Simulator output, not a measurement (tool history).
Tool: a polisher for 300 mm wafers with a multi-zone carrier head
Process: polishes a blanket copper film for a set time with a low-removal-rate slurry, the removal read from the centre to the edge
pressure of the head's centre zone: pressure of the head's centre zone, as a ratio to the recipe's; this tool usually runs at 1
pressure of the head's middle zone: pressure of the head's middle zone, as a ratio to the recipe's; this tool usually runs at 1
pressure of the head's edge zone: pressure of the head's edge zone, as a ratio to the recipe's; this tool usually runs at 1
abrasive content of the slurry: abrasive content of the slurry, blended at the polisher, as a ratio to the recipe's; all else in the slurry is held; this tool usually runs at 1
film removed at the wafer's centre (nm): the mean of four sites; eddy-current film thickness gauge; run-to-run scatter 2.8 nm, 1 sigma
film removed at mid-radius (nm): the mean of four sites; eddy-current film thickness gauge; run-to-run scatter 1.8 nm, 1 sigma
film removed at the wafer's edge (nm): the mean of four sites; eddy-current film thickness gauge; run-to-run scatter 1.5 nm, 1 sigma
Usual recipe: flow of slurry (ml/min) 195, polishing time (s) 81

run,hour,flow of slurry (ml/min),pressure of the head's centre zone,pressure of the head's middle zone,pressure of the head's edge zone,abrasive content of the slurry,polishing time (s),wafers since the last listed run,wafers polished on this pad,hours since the slurry nozzle was cleaned,hours since the centre zone pressure was calibrated,hours since the edge zone pressure was calibrated,hours since the carrier head's membrane was replaced,"incoming thickness of the incoming film, nm",film removed at the wafer's centre (nm),film removed at mid-radius (nm),film removed at the wafer's edge (nm)
1,0,215,1,1,1,1,81,0,751,143,905,1163.1,1358.8,771.1,215.1,211.1,218.5
2,49.2,215,1,1,1,1,81,273,1025,192.2,954.2,1212.3,1408,763.5,211.1,204.5,205.8
# hour 55.7: worn pad replaced by a new one
3,73.2,215,1,1,1,1,81,111,97,216.2,978.2,1236.3,1432,757.9,230.3,220.5,230.6
4,95.3,195,1,1,1.04,1.15,81,122,219,238.3,1000.3,1258.4,1454.1,767.5,230.2,227.8,234.5
# hour 103.5: carrier head's membrane replaced by a new one
5,117.7,195,1,1,1.04,1.15,81,96,316,260.7,1022.7,1280.8,14.2,764.3,229.1,227.8,236.8
# hour 121.4: edge zone pressure recalibrated
6,132.5,195,1,1,1,1,81,71,387,275.5,1037.5,11.1,29,760.6,218,218.8,222.3
7,155.7,195,1,1,1,1,81,128,516,298.7,1060.7,34.3,52.2,776.7,217,218.9,221
# hour 173: slurry nozzle cleaned
8,173.5,195,1,1,1,1,81,93,610,0.5,1078.5,52.1,70,779.1,217,217.8,217.3
9,187,220,1,1,1,1,81,75,685,14,1092,65.6,83.5,764.3,217.4,217.9,218.7
10,199.8,195,1,1,1,1,81,71,756,26.8,1104.8,78.4,96.3,762,212.7,211.1,213.1
11,216.5,195,1,1,1,1,81,92,848,43.5,1121.5,95.1,113,766.3,211.4,203.1,210.6
# hour 244.9: worn pad replaced by a new one
12,249.3,195,1.05,1,1,1,65,160,24,76.3,1154.3,127.9,145.8,766.5,192,176.2,179.9
13,275.4,135,1,0.9,0.97,1,106,145,169,102.4,1180.4,154,171.9,778.3,267.8,246,273.7
14,302.3,135,1,1,1,1,81,149,319,129.3,1207.3,180.9,198.8,770.7,210.7,201,210.3
15,325.1,195,1,1,1,1,81,126,445,152.1,1230.1,203.7,221.6,767.6,213,214.1,221.1
16,350.7,135,0.89,1,1,1,81,142,587,177.7,1255.7,229.3,247.2,780,178.4,196.9,206.3
# hour 354.3: centre zone pressure recalibrated
17,363.3,195,1,1,1,0.75,81,58,646,190.3,9,241.9,259.8,774.1,203.2,196.4,200.8
18,397.4,135,1,1,1,1,81,189,836,224.4,43.1,276,293.9,769.2,195.5,192,198.2
19,423.7,230,1,1.06,1,0.9,106,146,982,250.7,69.4,302.3,320.2,762.3,270.2,277.7,266.7
20,445.8,245,1.06,0.94,1,1.25,81,122,1105,272.8,91.5,324.4,342.3,774.1,233.1,201.8,217.5
21,464.3,215,0.9,1,1.05,0.8,81,102,1208,291.3,110,342.9,360.8,777.1,169,186,189.9
22,478.3,195,1,1,1,1,81,77,1285,305.3,124,356.9,374.8,770,189.8,188.4,189

Describe how what the log doesn't record of the tool's condition differs between the last listed run preceding each entry between runs and the first listed run following it.
Logged between run 2 and run 3: worn pad replaced by a new one (hour 55.7)
  removal rate lost through wear of the pad, %: 9.59 -> 0.415
  measured less the result without the state, film removed at the wafer's centre (nm): -22.4 -> -0.9; film removed at mid-radius (nm): -21.7 -> -0.9; film removed at the wafer's edge (nm): -21.9 -> -1
Logged between run 4 and run 5: carrier head's membrane replaced by a new one (hour 103.5)
  removal rate lost through wear of the pad, %: 0.741 -> 1.33
  measured less the result without the state, film removed at the wafer's centre (nm): -1.7 -> -3.1; film removed at mid-radius (nm): -1.7 -> -3.1; film removed at the wafer's edge (nm): -1.8 -> -3.2
Logged between run 5 and run 6: edge zone pressure recalibrated (hour 121.4)
  removal rate lost through wear of the pad, %: 1.33 -> 1.86
  measured less the result without the state, film removed at the wafer's centre (nm): -3.1 -> -4.2; film removed at mid-radius (nm): -3.1 -> -4.1; film removed at the wafer's edge (nm): -3.2 -> -4.2
Logged between run 7 and run 8: slurry nozzle cleaned (hour 173)
  removal rate lost through wear of the pad, %: 2.92 -> 3.93
  measured less the result without the state, film removed at the wafer's centre (nm): -6.5 -> -8.9; film removed at mid-radius (nm): -6.6 -> -8.9; film removed at the wafer's edge (nm): -6.6 -> -8.9
Logged between run 11 and run 12: worn pad replaced by a new one (hour 244.9)
  removal rate lost through wear of the pad, %: 7.02 -> 1.55
  measured less the result without the state, film removed at the wafer's centre (nm): -16 -> -3; film removed at mid-radius (nm): -15.3 -> -2.7; film removed at the wafer's edge (nm): -15.9 -> -2.8
Logged between run 16 and run 17: centre zone pressure recalibrated (hour 354.3)
  removal rate lost through wear of the pad, %: 4.44 -> 5.17
  measured less the result without the state, film removed at the wafer's centre (nm): -8.2 -> -11.1; film removed at mid-radius (nm): -9.2 -> -10.7; film removed at the wafer's edge (nm): -9.5 -> -11

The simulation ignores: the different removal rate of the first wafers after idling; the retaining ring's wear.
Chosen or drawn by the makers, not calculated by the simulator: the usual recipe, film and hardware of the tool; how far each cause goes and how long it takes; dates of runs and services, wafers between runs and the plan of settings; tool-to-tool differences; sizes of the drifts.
